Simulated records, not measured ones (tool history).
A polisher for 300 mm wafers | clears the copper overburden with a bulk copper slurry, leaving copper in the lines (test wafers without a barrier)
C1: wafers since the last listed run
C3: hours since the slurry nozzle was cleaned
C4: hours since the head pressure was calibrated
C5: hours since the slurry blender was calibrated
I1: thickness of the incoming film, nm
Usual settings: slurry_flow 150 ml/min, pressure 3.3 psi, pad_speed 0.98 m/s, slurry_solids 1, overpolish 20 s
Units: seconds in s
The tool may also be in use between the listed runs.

{"run": 1, "hour": 0.0, "slurry_flow": 150, "pressure": 3.3, "pad_speed": 0.98, "slurry_solids": 1, "overpolish": 20, "C1": 0, "wafers polished on this pad": 348, "C3": 214.5, "C4": 714.1, "C5": 246.3, "I1": 1191, "seconds": 107.2}
{"run": 2, "hour": 13.4, "slurry_flow": 150, "pressure": 3.3, "pad_speed": 0.98, "slurry_solids": 1, "overpolish": 20, "C1": 98, "wafers polished on this pad": 446, "C3": 227.9, "C4": 727.5, "C5": 259.7, "I1": 1173.9, "seconds": 110.2}
{"hour": 24.9, "done": "head pressure recalibrated"}
{"run": 3, "hour": 26.1, "slurry_flow": 150, "pressure": 3.3, "pad_speed": 0.98, "slurry_solids": 1, "overpolish": 20, "C1": 78, "wafers polished on this pad": 525, "C3": 240.6, "C4": 1.2, "C5": 272.4, "I1": 1193.5, "seconds": 119.6}
{"run": 4, "hour": 37.1, "slurry_flow": 150, "pressure": 3.3, "pad_speed": 0.98, "slurry_solids": 1, "overpolish": 20, "C1": 80, "wafers polished on this pad": 605, "C3": 251.6, "C4": 12.2, "C5": 283.4, "I1": 1203.2, "seconds": 121.6}
{"run": 5, "hour": 47.8, "slurry_flow": 150, "pressure": 3.3, "pad_speed": 0.98, "slurry_solids": 1, "overpolish": 20, "C1": 78, "wafers polished on this pad": 684, "C3": 262.3, "C4": 22.9, "C5": 294.1, "I1": 1172.8, "seconds": 120.4}
{"hour": 56.1, "done": "worn pad replaced by a new one"}
{"run": 6, "hour": 56.6, "slurry_flow": 150, "pressure": 3.3, "pad_speed": 0.98, "slurry_solids": 1, "overpolish": 20, "C1": 35, "wafers polished on this pad": 3, "C3": 271.1, "C4": 31.7, "C5": 302.9, "I1": 1188.1, "seconds": 107.8}
{"run": 7, "hour": 64.0, "slurry_flow": 150, "pressure": 3.3, "pad_speed": 0.98, "slurry_solids": 1, "overpolish": 20, "C1": 54, "wafers polished on this pad": 58, "C3": 278.5, "C4": 39.1, "C5": 310.3, "I1": 1193, "seconds": 108}
{"run": 8, "hour": 74.1, "slurry_flow": 150, "pressure": 3.3, "pad_speed": 0.98, "slurry_solids": 1, "overpolish": 20, "C1": 74, "wafers polished on this pad": 132, "C3": 288.6, "C4": 49.2, "C5": 320.4, "I1": 1177.2, "seconds": 114.9}
{"run": 9, "hour": 90.1, "slurry_flow": 150, "pressure": 3.3, "pad_speed": 0.98, "slurry_solids": 1.2, "overpolish": 20, "C1": 117, "wafers polished on this pad": 249, "C3": 304.6, "C4": 65.2, "C5": 336.4, "I1": 1194.6, "seconds": 109.4}
{"hour": 93.3, "done": "slurry blender recalibrated"}
{"run": 10, "hour": 98.0, "slurry_flow": 150, "pressure": 3.3, "pad_speed": 1.2, "slurry_solids": 1, "overpolish": 20, "C1": 43, "wafers polished on this pad": 293, "C3": 312.5, "C4": 73.1, "C5": 4.7, "I1": 1205.4, "seconds": 98.3}
{"run": 11, "hour": 108.1, "slurry_flow": 150, "pressure": 3.3, "pad_speed": 0.98, "slurry_solids": 1, "overpolish": 20, "C1": 74, "wafers polished on this pad": 367, "C3": 322.6, "C4": 83.2, "C5": 14.8, "I1": 1200.7, "seconds": 119.1}
{"run": 12, "hour": 124.1, "slurry_flow": 120, "pressure": 3.3, "pad_speed": 1.14, "slurry_solids": 1.25, "overpolish": 29, "C1": 117, "wafers polished on this pad": 484, "C3": 338.6, "C4": 99.2, "C5": 30.8, "I1": 1191.7, "seconds": 103.3}
{"run": 13, "hour": 141.1, "slurry_flow": 150, "pressure": 3.3, "pad_speed": 0.98, "slurry_solids": 1, "overpolish": 13, "C1": 124, "wafers polished on this pad": 609, "C3": 355.6, "C4": 116.2, "C5": 47.8, "I1": 1197.5, "seconds": 118.3}
{"run": 14, "hour": 147.9, "slurry_flow": 150, "pressure": 3.3, "pad_speed": 1.14, "slurry_solids": 0.75, "overpolish": 27, "C1": 49, "wafers polished on this pad": 659, "C3": 362.4, "C4": 123, "C5": 54.6, "I1": 1196.4, "seconds": 109.6}
{"hour": 154.4, "done": "worn pad replaced by a new one"}
{"run": 15, "hour": 154.9, "slurry_flow": 150, "pressure": 4.4, "pad_speed": 0.98, "slurry_solids": 1.1, "overpolish": 20, "C1": 22, "wafers polished on this pad": 3, "C3": 369.4, "C4": 130, "C5": 61.6, "I1": 1208.4, "seconds": 79.1}
{"run": 16, "hour": 163.3, "slurry_flow": 150, "pressure": 3.3, "pad_speed": 0.98, "slurry_solids": 1, "overpolish": 20, "C1": 61, "wafers polished on this pad": 65, "C3": 377.8, "C4": 138.4, "C5": 70, "I1": 1182.8, "seconds": 106.8}
{"hour": 171.7, "done": "slurry nozzle cleaned"}
{"run": 17, "hour": 172.2, "slurry_flow": 195, "pressure": 3.3, "pad_speed": 1.3, "slurry_solids": 1, "overpolish": 20, "C1": 58, "wafers polished on this pad": 123, "C3": 0.5, "C4": 147.3, "C5": 78.9, "I1": 1209.7, "seconds": 82.2}
{"run": 18, "hour": 184.9, "slurry_flow": 150, "pressure": 3.3, "pad_speed": 0.98, "slurry_solids": 1, "overpolish": 20, "C1": 93, "wafers polished on this pad": 216, "C3": 13.2, "C4": 160, "C5": 91.6, "I1": 1195.4, "seconds": 110.6}
{"run": 19, "hour": 197.9, "slurry_flow": 115, "pressure": 3.3, "pad_speed": 0.98, "slurry_solids": 1.15, "overpolish": 20, "C1": 95, "wafers polished on this pad": 311, "C3": 26.2, "C4": 173, "C5": 104.6, "I1": 1192.8, "seconds": 118.2}
{"run": 20, "hour": 206.6, "slurry_flow": 150, "pressure": 3.3, "pad_speed": 0.98, "slurry_solids": 1, "overpolish": 20, "C1": 63, "wafers polished on this pad": 375, "C3": 34.9, "C4": 181.7, "C5": 113.3, "I1": 1190.7, "seconds": 114.5}
{"run": 21, "hour": 218.9, "slurry_flow": 150, "pressure": 3.3, "pad_speed": 0.98, "slurry_solids": 1, "overpolish": 20, "C1": 90, "wafers polished on this pad": 466, "C3": 47.2, "C4": 194, "C5": 125.6, "I1": 1210.2, "seconds": 116}
{"run": 22, "hour": 231.6, "slurry_flow": 130, "pressure": 3.3, "pad_speed": 0.98, "slurry_solids": 0.9, "overpolish": 27, "C1": 93, "wafers polished on this pad": 559, "C3": 59.9, "C4": 206.7, "C5": 138.3, "I1": 1189, "seconds": 119.2}
{"run": 23, "hour": 246.3, "slurry_flow": 150, "pressure": 3.3, "pad_speed": 0.98, "slurry_solids": 1, "overpolish": 20, "C1": 107, "wafers polished on this pad": 667, "C3": 74.6, "C4": 221.4, "C5": 153, "I1": 1163.7, "seconds": 109.1}
{"hour": 252.8, "done": "worn pad replaced by a new one"}
{"run": 24, "hour": 264.0, "slurry_flow": 150, "pressure": 3.3, "pad_speed": 0.98, "slurry_solids": 1, "overpolish": 28, "C1": 100, "wafers polished on this pad": 82, "C3": 92.3, "C4": 239.1, "C5": 170.7, "I1": 1189.6, "seconds": 103.3}
{"run": 25, "hour": 277.4, "slurry_flow": 195, "pressure": 3.9, "pad_speed": 0.78, "slurry_solids": 1, "overpolish": 27, "C1": 98, "wafers polished on this pad": 180, "C3": 105.7, "C4": 252.5, "C5": 184.1, "I1": 1199.9, "seconds": 106.7}
{"run": 26, "hour": 296.0, "slurry_flow": 150, "pressure": 2.1, "pad_speed": 1.12, "slurry_solids": 1, "overpolish": 20, "C1": 136, "wafers polished on this pad": 317, "C3": 124.3, "C4": 271.1, "C5": 202.7, "I1": 1184, "seconds": 145.8}
{"run": 27, "hour": 307.9, "slurry_flow": 150, "pressure": 3.3, "pad_speed": 0.98, "slurry_solids": 1, "overpolish": 20, "C1": 87, "wafers polished on this pad": 404, "C3": 136.2, "C4": 283, "C5": 214.6, "I1": 1205.2, "seconds": 115.2}
{"run": 28, "hour": 316.1, "slurry_flow": 165, "pressure": 2.8, "pad_speed": 0.98, "slurry_solids": 0.75, "overpolish": 20, "C1": 60, "wafers polished on this pad": 464, "C3": 144.4, "C4": 291.2, "C5": 222.8, "I1": 1185, "seconds": 137.9}
{"run": 29, "hour": 328.7, "slurry_flow": 105, "pressure": 2.9, "pad_speed": 0.98, "slurry_solids": 1, "overpolish": 20, "C1": 92, "wafers polished on this pad": 557, "C3": 157, "C4": 303.8, "C5": 235.4, "I1": 1191.4, "seconds": 137.7}

3 ways to go on from here, each from the tool as it stands after run 29. What would each give?
{"run": "A", "hour": 329.2, "slurry_flow": 185, "pressure": 3.3, "pad_speed": 0.98, "slurry_solids": 1, "overpolish": 20, "C1": 3, "wafers polished on this pad": 560, "C3": 157.5, "C4": 304.3, "C5": 235.9, "I1": 1207.3, "seconds": "?"}
{"run": "B", "hour": 329.2, "slurry_flow": 170, "pressure": 2.6, "pad_speed": 0.98, "slurry_solids": 0.75, "overpolish": 28, "C1": 3, "wafers polished on this pad": 560, "C3": 157.5, "C4": 304.3, "C5": 235.9, "I1": 1207.3, "seconds": "?"}
{"run": "C", "hour": 329.2, "slurry_flow": 170, "pressure": 3.3, "pad_speed": 1.18, "slurry_solids": 1, "overpolish": 20, "C1": 3, "wafers polished on this pad": 560, "C3": 157.5, "C4": 304.3, "C5": 235.9, "I1": 1207.3, "seconds": "?"}

run=A seconds=105.8
run=B seconds=142.9
run=C seconds=92.2
Without the tool's hidden state the same runs would have given:
run=A seconds=101.3
run=B seconds=136.9
run=C seconds=88.4

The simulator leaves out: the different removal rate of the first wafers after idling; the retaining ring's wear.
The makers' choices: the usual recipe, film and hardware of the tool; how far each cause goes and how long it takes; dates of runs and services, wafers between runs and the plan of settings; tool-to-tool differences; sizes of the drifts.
